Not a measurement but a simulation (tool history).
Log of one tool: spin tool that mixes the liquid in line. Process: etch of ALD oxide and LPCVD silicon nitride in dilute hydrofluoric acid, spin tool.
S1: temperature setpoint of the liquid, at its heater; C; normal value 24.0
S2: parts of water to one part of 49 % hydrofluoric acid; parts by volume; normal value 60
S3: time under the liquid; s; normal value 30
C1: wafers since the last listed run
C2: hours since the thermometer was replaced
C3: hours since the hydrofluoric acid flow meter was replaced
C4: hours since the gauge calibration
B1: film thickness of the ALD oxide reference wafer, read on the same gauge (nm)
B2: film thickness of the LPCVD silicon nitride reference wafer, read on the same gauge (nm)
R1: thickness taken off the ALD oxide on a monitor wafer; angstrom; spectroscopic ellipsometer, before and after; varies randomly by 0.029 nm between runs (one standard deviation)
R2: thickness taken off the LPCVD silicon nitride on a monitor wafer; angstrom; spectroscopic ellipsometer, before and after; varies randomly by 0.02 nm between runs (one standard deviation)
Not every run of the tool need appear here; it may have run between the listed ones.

run	hour	S1	S2	S3	C1	C2	C3	C4	B1	B2	R1	R2
1	0.0	24.0	60	30	0	982.1	30.0	355.6	90.00	60.009	71.8	2.33
2	15.8	24.0	60	30	172	997.9	45.8	371.4	89.98	59.995	72.5	2.63
3	66.1	24.0	60	30	548	1048.2	96.1	421.7	90.01	60.003	72.3	2.18
4	80.3	24.0	60	30	154	1062.4	110.3	435.9	89.98	59.997	71.7	2.50
5	90.5	24.0	50	30	111	1072.6	120.5	446.1	89.99	60.029	87.5	2.96
6	106.5	28.5	60	30	174	1088.6	136.5	462.1	90.01	60.044	86.1	3.58
7	120.2	24.0	35	30	149	1102.3	150.2	475.8	90.00	60.028	127.4	4.10
8	133.1	28.0	35	35	140	1115.2	163.1	488.7	90.02	60.027	174.3	6.09
9	146.6	20.0	80	35	147	1128.7	176.6	502.2	89.99	60.023	52.0	1.67
10	153.6	26.0	60	30	76	1135.7	183.6	509.2	90.01	59.974	78.4	2.54
11	169.9	24.0	30	20	177	1152.0	199.9	525.5	90.00	60.002	100.3	3.34
# hour 175.3: gauge calibrated
12	187.6	24.0	40	15	193	1169.7	217.6	12.3	90.00	60.033	55.4	1.91
13	196.7	24.0	60	30	99	1178.8	226.7	21.4	90.01	59.985	72.2	2.37
14	206.6	21.0	60	30	108	1188.7	236.6	31.3	90.01	59.964	63.7	2.08
# hour 220.2: thermometer replaced
15	220.7	25.5	60	30	142	0.5	250.7	45.4	89.98	60.044	76.4	2.52
16	237.1	24.0	70	20	178	16.9	267.1	61.8	90.01	59.996	40.9	1.25
17	253.3	24.0	60	30	176	33.1	283.3	78.0	89.99	59.969	72.1	2.48
18	261.2	24.0	60	30	86	41.0	291.2	85.9	89.99	60.025	72.3	2.37
19	276.7	24.0	30	50	169	56.5	306.7	101.4	90.00	60.011	251.1	7.45
20	284.2	24.0	60	30	81	64.0	314.2	108.9	89.98	59.978	71.8	2.04
21	293.9	19.0	75	45	105	73.7	323.9	118.6	89.99	59.992	69.2	2.20
22	303.0	28.0	85	35	99	82.8	333.0	127.7	90.01	59.979	67.3	2.57
23	312.9	27.0	40	40	108	92.7	342.9	137.6	90.01	60.034	167.7	5.78
24	329.4	24.0	75	30	180	109.2	359.4	154.1	90.01	60.035	57.2	1.90
25	347.2	22.5	45	20	194	127.0	377.2	171.9	90.00	59.986	61.5	2.18

What was the tool's hidden state at every run in the log?
liquid colder than its thermometer reads (K): 0 in every run
hydrofluoric acid flow below the setpoint (%): 0 in every run
gauge reads high (%): 0 in every run

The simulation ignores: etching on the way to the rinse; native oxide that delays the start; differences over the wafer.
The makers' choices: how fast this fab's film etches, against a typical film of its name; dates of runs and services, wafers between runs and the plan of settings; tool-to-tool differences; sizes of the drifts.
